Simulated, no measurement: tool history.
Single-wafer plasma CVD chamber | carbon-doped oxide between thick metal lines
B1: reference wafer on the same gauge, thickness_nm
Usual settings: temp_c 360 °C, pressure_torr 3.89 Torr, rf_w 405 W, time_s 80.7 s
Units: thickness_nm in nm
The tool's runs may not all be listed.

Run 1, hour 0: usual settings but pressure_torr 4.63 Torr; B1 266.094. Result: thickness_nm 306.338 nm.
Run 2, hour 31.7: usual settings but pressure_torr 4.63 Torr; B1 265.955. Result: thickness_nm 305.813 nm.
Run 3, hour 49.3: usual settings but time_s 88.9 s; B1 265.848. Result: thickness_nm 328.836 nm.
Run 4, hour 103.1: usual settings; B1 265.982. Result: thickness_nm 296.927 nm.
Run 5, hour 116.1: usual settings; B1 266.044. Result: thickness_nm 297.663 nm.
Run 6, hour 149.1: usual settings; B1 266.099. Result: thickness_nm 295.428 nm.
Run 7, hour 163.9: usual settings; B1 266.213. Result: thickness_nm 294.606 nm.
Run 8, hour 199.1: usual settings; B1 266.068. Result: thickness_nm 295.626 nm.
At hour 211.9: gauge calibrated.
Run 9, hour 221.3: usual settings but temp_c 354 °C, time_s 93.4 s; B1 265.83. Result: thickness_nm 346.696 nm.
Run 10, hour 238.1: usual settings but temp_c 354 °C, time_s 93.4 s; B1 265.882. Result: thickness_nm 344.901 nm.
Run 11, hour 260.1: usual settings; B1 266.176. Result: thickness_nm 293.8 nm.
Run 12, hour 280.9: usual settings; B1 266.058. Result: thickness_nm 292.821 nm.
At hour 300.9: showerhead replaced, of another model than before.
Run 13, hour 301.4: usual settings but temp_c 369 °C, pressure_torr 4.59 Torr; B1 266.02. Result: thickness_nm 302.825 nm.
At hour 333.7: capacitance manometer re-zeroed and calibrated.
Run 14, hour 334.2: usual settings but temp_c 349 °C, pressure_torr 4.39 Torr, time_s 88.4 s; B1 265.969. Result: thickness_nm 346.423 nm.
Run 15, hour 354.5: usual settings; B1 265.971. Result: thickness_nm 299.202 nm.
At hour 396: thermocouple changed; heater temperature recalibrated.
At hour 399.5: RF generator calibrated.
Run 16, hour 400: usual settings but time_s 90.9 s; B1 266.132. Result: thickness_nm 347.599 nm.
Run 17, hour 400.3: usual settings but temp_c 371 °C, time_s 90.5 s; B1 265.933. Result: thickness_nm 338.369 nm.
Run 18, hour 469.1: usual settings but temp_c 364 °C, pressure_torr 3.4 Torr; B1 266.073. Result: thickness_nm 299.215 nm.
Run 19, hour 492.3: usual settings but temp_c 366 °C, pressure_torr 3.49 Torr, rf_w 430 W, time_s 69 s; B1 266.295. Result: thickness_nm 265.168 nm.
Run 20, hour 518: usual settings but temp_c 350 °C; B1 265.975. Result: thickness_nm 317.553 nm.
Run 21, hour 543.7: usual settings but rf_w 325 W, time_s 86.9 s; B1 265.935. Result: thickness_nm 292.851 nm.
Run 22, hour 614.8: usual settings but temp_c 346 °C, pressure_torr 4.83 Torr, time_s 87.4 s; B1 265.899. Result: thickness_nm 364.985 nm.
Run 23, hour 629.3: usual settings but temp_c 349 °C, pressure_torr 4.39 Torr, time_s 88.4 s; B1 265.972. Result: thickness_nm 358.431 nm.
Run 24, hour 656.4: usual settings but temp_c 373 °C, pressure_torr 4.4 Torr, time_s 91.7 s; B1 266.017. Result: thickness_nm 349.988 nm.
Run 25, hour 685: usual settings but temp_c 367 °C, rf_w 465 W, time_s 68.5 s; B1 266.036. Result: thickness_nm 280.453 nm.
Run 26, hour 720.7: usual settings but temp_c 374 °C; B1 266.207. Result: thickness_nm 299.675 nm.
Run 27, hour 739.6: usual settings but time_s 88 s; B1 266.075. Result: thickness_nm 337.145 nm.
Run 28, hour 753.3: usual settings but temp_c 346 °C, pressure_torr 3.5 Torr, time_s 92.1 s; B1 266.108. Result: thickness_nm 358.7 nm.

Forecast each of these 4 alternatives for the next run:
Run A, hour 753.7: usual settings; B1 ?. Result: thickness_nm ?.
Run B, hour 753.7: usual settings but time_s 71.4 s; B1 ?. Result: thickness_nm ?.
Run C, hour 753.7: usual settings but temp_c 352 °C, rf_w 425 W; B1 ?. Result: thickness_nm ?.
Run D, hour 753.7: usual settings but temp_c 356 °C, pressure_torr 3.2 Torr, rf_w 350 W, time_s 70.9 s; B1 ?. Result: thickness_nm ?.

run       B1  thickness_nm
  A  266.056       310.232
  B  266.056       274.718
  C  266.056       325.543
  D  266.056       245.442
Without the tool's hidden state the same runs would have given:
run  thickness_nm
  A       310.947
  B       275.351
  C       326.294
  D       246.033
